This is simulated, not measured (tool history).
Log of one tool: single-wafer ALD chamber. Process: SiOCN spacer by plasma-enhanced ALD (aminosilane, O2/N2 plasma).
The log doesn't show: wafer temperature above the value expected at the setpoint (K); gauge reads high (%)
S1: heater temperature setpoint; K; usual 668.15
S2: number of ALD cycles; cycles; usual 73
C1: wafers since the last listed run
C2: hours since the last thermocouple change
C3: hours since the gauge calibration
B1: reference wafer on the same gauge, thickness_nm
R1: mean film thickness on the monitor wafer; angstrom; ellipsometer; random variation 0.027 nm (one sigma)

run	hour	S1	S2	C1	C2	C3	B1	R1
1	0	668.15	73	0	1847	21.7	4.807	45.49
2	50.5	668.15	73	166	1897.5	72.2	4.816	45.65
3	122	668.15	73	236	1969	143.7	4.801	45.1
4	178.4	676.15	80	186	2025.4	200.1	4.807	49.45
5	219.2	676.15	80	134	2066.2	240.9	4.816	49.01
6	310.2	676.15	80	300	2157.2	331.9	4.81	48.47
7	404	678.15	83	309	2251	425.7	4.81	50.53
8	451.6	678.15	83	157	2298.6	473.3	4.81	50.78
9	514.9	668.15	85	209	2361.9	536.6	4.807	53.26
10	557.3	668.15	85	140	2404.3	579	4.809	52.93
11	646.3	668.15	73	293	2493.3	668	4.805	45.48
12	704.7	668.15	73	192	2551.7	726.4	4.818	45.52
13	781.2	668.15	73	252	2628.2	802.9	4.816	45.49
# hour 878: thermocouple changed; heater temperature recalibrated
14	887.5	668.15	73	324	9.5	909.2	4.803	45.47
15	936	668.15	73	160	58	957.7	4.812	45.25
16	1003	668.15	73	221	125	1024.7	4.808	45.44
17	1075	668.15	65	237	197	1096.7	4.811	40.5
# hour 1111.8: gauge calibrated
18	1131	673.15	65	184	253	19.2	4.808	40
19	1200.5	672.15	60	229	322.5	88.7	4.809	37.36

Forecast run 20:
20	1307.3	668.15	69	352	429.3	195.5	?	?

B1: 4.812
R1: 42.58 angstrom
Without the tool's hidden state the same run would have given R1 42.58 angstrom.
